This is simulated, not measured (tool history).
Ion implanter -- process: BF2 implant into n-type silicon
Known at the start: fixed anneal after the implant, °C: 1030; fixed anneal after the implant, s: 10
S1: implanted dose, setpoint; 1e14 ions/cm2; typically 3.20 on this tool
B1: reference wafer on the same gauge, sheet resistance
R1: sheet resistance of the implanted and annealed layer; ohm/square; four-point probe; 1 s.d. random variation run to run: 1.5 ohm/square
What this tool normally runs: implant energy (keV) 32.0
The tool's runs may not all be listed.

{"run": 1, "hour": 0.0, "S1": 3.2, "implant energy (keV)": 32.0, "B1": 353.64, "R1": 340.62}
{"run": 2, "hour": 28.7, "S1": 3.2, "implant energy (keV)": 32.0, "B1": 354.36, "R1": 342.1}
{"run": 3, "hour": 54.7, "S1": 3.2, "implant energy (keV)": 32.0, "B1": 353.95, "R1": 342.04}
{"run": 4, "hour": 82.7, "S1": 3.2, "implant energy (keV)": 32.0, "B1": 353.79, "R1": 342.08}
{"run": 5, "hour": 96.4, "S1": 3.2, "implant energy (keV)": 32.0, "B1": 353.16, "R1": 340.6}
{"run": 6, "hour": 122.2, "S1": 3.2, "implant energy (keV)": 32.0, "B1": 353.56, "R1": 342.11}
{"hour": 136.4, "done": "gauge calibrated"}
{"run": 7, "hour": 147.0, "S1": 3.2, "implant energy (keV)": 32.0, "B1": 354.3, "R1": 340.44}
{"run": 8, "hour": 172.5, "S1": 3.2, "implant energy (keV)": 32.0, "B1": 354.39, "R1": 342.57}
{"run": 9, "hour": 205.9, "S1": 3.2, "implant energy (keV)": 32.0, "B1": 353.82, "R1": 342.32}
{"hour": 216.0, "done": "extraction supply calibrated"}
{"run": 10, "hour": 230.4, "S1": 3.77, "implant energy (keV)": 32.0, "B1": 354.48, "R1": 296.06}
{"run": 11, "hour": 260.9, "S1": 3.77, "implant energy (keV)": 32.0, "B1": 354.18, "R1": 297.18}
{"run": 12, "hour": 281.5, "S1": 3.77, "implant energy (keV)": 32.0, "B1": 353.96, "R1": 297.13}
{"run": 13, "hour": 312.6, "S1": 3.2, "implant energy (keV)": 32.0, "B1": 353.86, "R1": 341.84}
{"run": 14, "hour": 334.9, "S1": 3.2, "implant energy (keV)": 32.0, "B1": 353.36, "R1": 340.36}
{"run": 15, "hour": 367.8, "S1": 3.93, "implant energy (keV)": 38.5, "B1": 354.52, "R1": 279.86}
{"run": 16, "hour": 388.3, "S1": 2.73, "implant energy (keV)": 24.5, "B1": 354.01, "R1": 403.95}
{"hour": 400.9, "done": "Faraday cup replaced and dose calibrated"}
{"run": 17, "hour": 407.3, "S1": 3.2, "implant energy (keV)": 36.0, "B1": 353.66, "R1": 338.32}
{"run": 18, "hour": 419.5, "S1": 3.2, "implant energy (keV)": 32.0, "B1": 354.33, "R1": 342.29}
{"run": 19, "hour": 443.5, "S1": 3.2, "implant energy (keV)": 32.0, "B1": 354.55, "R1": 343.22}
{"hour": 451.4, "done": "gauge calibrated"}
{"run": 20, "hour": 464.6, "S1": 2.86, "implant energy (keV)": 23.5, "B1": 354.41, "R1": 389.67}
{"run": 21, "hour": 479.0, "S1": 3.61, "implant energy (keV)": 32.0, "B1": 354.12, "R1": 310.18}
{"run": 22, "hour": 498.6, "S1": 3.57, "implant energy (keV)": 37.5, "B1": 354.0, "R1": 305.81}
{"run": 23, "hour": 515.4, "S1": 2.5, "implant energy (keV)": 41.0, "B1": 353.77, "R1": 411.88}
{"run": 24, "hour": 549.4, "S1": 4.11, "implant energy (keV)": 39.5, "B1": 353.68, "R1": 271.27}
{"run": 25, "hour": 579.8, "S1": 3.2, "implant energy (keV)": 32.0, "B1": 353.76, "R1": 341.64}
{"run": 26, "hour": 611.7, "S1": 4.08, "implant energy (keV)": 35.5, "B1": 354.17, "R1": 275.44}
{"run": 27, "hour": 624.6, "S1": 4.04, "implant energy (keV)": 22.0, "B1": 353.69, "R1": 291.6}

Each row is a separate what-if for the run after 27, all from the same tool condition, not one after another. Results?
{"run": "A", "hour": 625.0, "S1": 3.2, "implant energy (keV)": 32.0, "B1": "?", "R1": "?"}
{"run": "B", "hour": 625.0, "S1": 3.58, "implant energy (keV)": 24.0, "B1": "?", "R1": "?"}
{"run": "C", "hour": 625.0, "S1": 3.96, "implant energy (keV)": 32.0, "B1": "?", "R1": "?"}
{"run": "D", "hour": 625.0, "S1": 2.75, "implant energy (keV)": 24.0, "B1": "?", "R1": "?"}

run=A B1=354.34 R1=340.09
run=B B1=354.34 R1=318.45
run=C B1=354.34 R1=283.04
run=D B1=354.34 R1=398.11
The same runs, with their run-to-run variation unchanged, on a tool lacking any hidden condition would have given:
run=A R1=340.09
run=B R1=318.45
run=C R1=283.04
run=D R1=398.11
